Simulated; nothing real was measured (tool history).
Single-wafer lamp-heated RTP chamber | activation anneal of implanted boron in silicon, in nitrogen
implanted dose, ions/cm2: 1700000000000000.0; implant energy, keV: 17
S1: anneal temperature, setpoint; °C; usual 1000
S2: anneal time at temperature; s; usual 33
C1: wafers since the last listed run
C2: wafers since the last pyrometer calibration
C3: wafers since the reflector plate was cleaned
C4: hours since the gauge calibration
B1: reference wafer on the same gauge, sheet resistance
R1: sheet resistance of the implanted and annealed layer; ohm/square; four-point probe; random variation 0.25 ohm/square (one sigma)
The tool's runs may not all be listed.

run    hour    S1  S2    C1    C2    C3      C4     B1      R1
  1       0  1000  33     0  1345   947  1233.1  80.33   88.67
  2    43.4  1000  33   576  1922  1524  1276.5  80.28   87.81
      282.9  -- pyrometer window cleaned and pyrometer calibrated
      314.1  -- reflector plate cleaned
  3   319.1  1000  33  3452   374    66  1552.2  80.21   89.69
  4   387.7  1000  33   911  1286   978  1620.8   80.3   88.48
  5   440.8  1000  33   705  1992  1684  1673.9  80.27   87.86
  6     545  1000  33  1385  3377  3070  1778.1   80.3   87.18
  7   592.8  1000  33   635  4013  3705  1825.9  80.32   87.44
        651  -- pyrometer window cleaned and pyrometer calibrated
      654.5  -- reflector plate cleaned
  8   657.9   978  22   711    44    44    1891  80.31  101.55
      684.3  -- gauge calibrated
  9   740.4  1009  33  1096  1141  1141    56.1  80.27   85.61
 10   791.8  1009  33   683  1825  1825   107.5  80.27   85.27
 11   884.2  1028  50  1228  3053  3053   199.9  80.35   79.39
 12   972.6   985  33  1175  4228  4228   288.3  80.33   92.27
     1015.5  -- pyrometer window cleaned and pyrometer calibrated
     1046.5  -- reflector plate cleaned
 13  1049.1  1009  33   804   340    34   364.8  80.33   86.91
 14  1133.6  1000  33  1123  1463  1157   449.3  80.35   88.29
 15  1236.5   975  15  1367  2831  2525   552.2  80.37  101.69
 16  1312.3  1015  27  1007  3839  3533     628  80.38   84.12
       1326  -- pyrometer window cleaned and pyrometer calibrated
       1449  -- reflector plate cleaned
 17  1472.1  1022  17  1911  1835   306   787.8  80.26    85.1
 18    1527  1018  26   729  2565  1036   842.7  80.28   84.27
 19  1587.3  1000  49   801  3367  1838     903  80.27    85.6
     1645.9  -- pyrometer window cleaned and pyrometer calibrated
 20  1715.8  1027  21  1601   929  3440  1031.5  80.32   81.84
 21  1814.9  1022  18  1317  2246  4757  1130.6  80.26   83.67

Forecast each of these 4 alternatives for the next run:
  A  1815.3  1000  42   5  2252  4763  1131   ?   ?
  B  1815.3  1015  46   5  2252  4763  1131   ?   ?
  C  1815.3  1000  53   5  2252  4763  1131   ?   ?
  D  1815.3  1020  20   5  2252  4763  1131   ?   ?

run     B1     R1
  A  80.39  86.09
  B  80.39  82.23
  C  80.39  85.21
  D  80.39   84.1
Without the tool's hidden state the same runs would have given:
run     R1
  A     89
  B  84.38
  C  88.04
  D  86.21
